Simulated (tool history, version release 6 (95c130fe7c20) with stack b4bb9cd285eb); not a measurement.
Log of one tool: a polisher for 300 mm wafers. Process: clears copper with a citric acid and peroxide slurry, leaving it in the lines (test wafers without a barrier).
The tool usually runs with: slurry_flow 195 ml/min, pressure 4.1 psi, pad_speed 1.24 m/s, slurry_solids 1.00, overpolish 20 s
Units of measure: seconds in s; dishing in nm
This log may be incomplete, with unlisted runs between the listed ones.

run,hour,slurry_flow,pressure,pad_speed,slurry_solids,overpolish,"incoming thickness of the incoming film, nm",seconds,dishing
1,0.0,170,4.1,1.24,1.00,28,424.9,94.4,70.7
2,26.7,195,3.8,1.24,1.00,20,425.4,98.2,51.2
# hour 31.5: slurry blender recalibrated
# hour 36.9: worn pad replaced by a new one
3,47.8,195,3.8,1.24,1.00,20,435.2,100.8,50.8
4,82.0,195,3.8,1.24,1.00,20,422.7,99.2,52.9
5,103.6,195,4.1,1.58,1.00,20,429.4,74.8,62.9
6,116.9,195,4.6,1.24,1.00,20,427.8,83.8,60.5
# hour 127.8: worn pad replaced by a new one
7,148.5,240,4.1,1.24,1.00,20,435.4,91.9,57.5
# hour 164.0: slurry nozzle cleaned
8,196.6,240,4.1,1.24,1.00,20,432.9,91.4,53.4
9,210.6,240,4.1,1.24,0.70,20,431.3,102.4,50.6
# hour 214.3: head pressure recalibrated
# hour 225.1: worn pad replaced by a new one
10,234.3,195,4.1,1.56,1.00,26,424.3,74.6,75.7
11,255.1,195,2.9,1.24,1.00,17,434.6,132.7,37.5
# hour 267.9: slurry blender recalibrated
12,268.5,235,2.9,0.82,1.25,20,429.2,172.1,32.6
# hour 324.2: worn pad replaced by a new one
13,341.0,195,5.2,1.40,0.70,31,427.1,73.8,88.3
14,369.9,195,4.1,1.24,1.00,25,426.1,91.2,66.7
15,385.7,195,3.8,1.24,1.00,20,422.4,100.9,51.9
16,405.5,195,2.9,1.52,0.75,13,433.9,122.4,31.6
# hour 421.6: worn pad replaced by a new one
17,422.1,195,4.1,1.24,1.00,20,432.5,94.2,56.1

Below are 4 alternative next runs, each starting from the tool's condition after run 17. Predict each:
A,422.6,195,4.1,1.24,1.00,20,428.1,?,?
B,422.6,195,4.1,1.36,1.20,31,428.1,?,?
C,422.6,195,4.1,1.62,0.85,27,428.1,?,?
D,422.6,140,4.1,1.24,1.00,12,428.1,?,?

run,seconds,dishing
A,91.9,55.5
B,80.2,82.5
C,75.9,78.3
D,97.4,34.9
The same runs, with their run-to-run variation unchanged, on a tool lacking any hidden condition would have given:
run,seconds,dishing
A,91.9,55.5
B,80.2,82.5
C,75.9,78.3
D,97.4,34.9
